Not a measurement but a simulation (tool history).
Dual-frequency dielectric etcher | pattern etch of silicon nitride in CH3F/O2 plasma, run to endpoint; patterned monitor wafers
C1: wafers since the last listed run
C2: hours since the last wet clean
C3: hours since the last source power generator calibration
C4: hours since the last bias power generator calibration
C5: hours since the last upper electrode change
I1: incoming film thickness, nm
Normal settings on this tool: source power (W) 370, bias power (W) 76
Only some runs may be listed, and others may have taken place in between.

run 1 day=0.000 | source_power_(W)=340 bias_power_(W)=76 | C1=0 C2=55.1 C3=2151.4 C4=2233.9 C5=2688.4 | I1=111.9 | endpoint_time_(s)=147.8
run 2 day=2.942 | source_power_(W)=370 bias_power_(W)=76 | C1=534 C2=125.7 C3=2222.0 C4=2304.5 C5=2759.0 | I1=111.9 | endpoint_time_(s)=144.8
run 3 day=5.796 | source_power_(W)=370 bias_power_(W)=76 | C1=518 C2=194.2 C3=2290.5 C4=2373.0 C5=2827.5 | I1=112.5 | endpoint_time_(s)=145.3
run 4 day=8.354 | source_power_(W)=300 bias_power_(W)=76 | C1=464 C2=255.6 C3=2351.9 C4=2434.4 C5=2888.9 | I1=112.7 | endpoint_time_(s)=156.0
run 5 day=9.733 | source_power_(W)=300 bias_power_(W)=76 | C1=250 C2=288.7 C3=2385.0 C4=2467.5 C5=2922.0 | I1=113.0 | endpoint_time_(s)=157.3
run 6 day=11.396 | source_power_(W)=300 bias_power_(W)=76 | C1=302 C2=328.6 C3=2424.9 C4=2507.4 C5=2961.9 | I1=111.7 | endpoint_time_(s)=155.3
-- day=12.646 upper electrode replaced
-- day=13.354 source power generator calibrated
run 7 day=13.525 | source_power_(W)=370 bias_power_(W)=76 | C1=174 C2=379.7 C3=4.1 C4=2558.5 C5=21.1 | I1=112.0 | endpoint_time_(s)=145.5
-- day=16.650 wet clean of the chamber
run 8 day=16.671 | source_power_(W)=370 bias_power_(W)=76 | C1=389 C2=0.5 C3=79.6 C4=2634.0 C5=96.6 | I1=112.1 | endpoint_time_(s)=144.6
run 9 day=16.883 | source_power_(W)=370 bias_power_(W)=76 | C1=38 C2=5.6 C3=84.7 C4=2639.1 C5=101.7 | I1=112.2 | endpoint_time_(s)=143.9

Expected results for the next run?
run 10 day=18.875 | source_power_(W)=320 bias_power_(W)=95 | C1=361 C2=53.4 C3=132.5 C4=2686.9 C5=149.5 | I1=112.9 | endpoint_time_(s)=?

Run 10 yielded endpoint time (s) 144.6.
On a tool with no hidden condition, and with the same random variation, this run would have come out at endpoint time (s) 144.3.
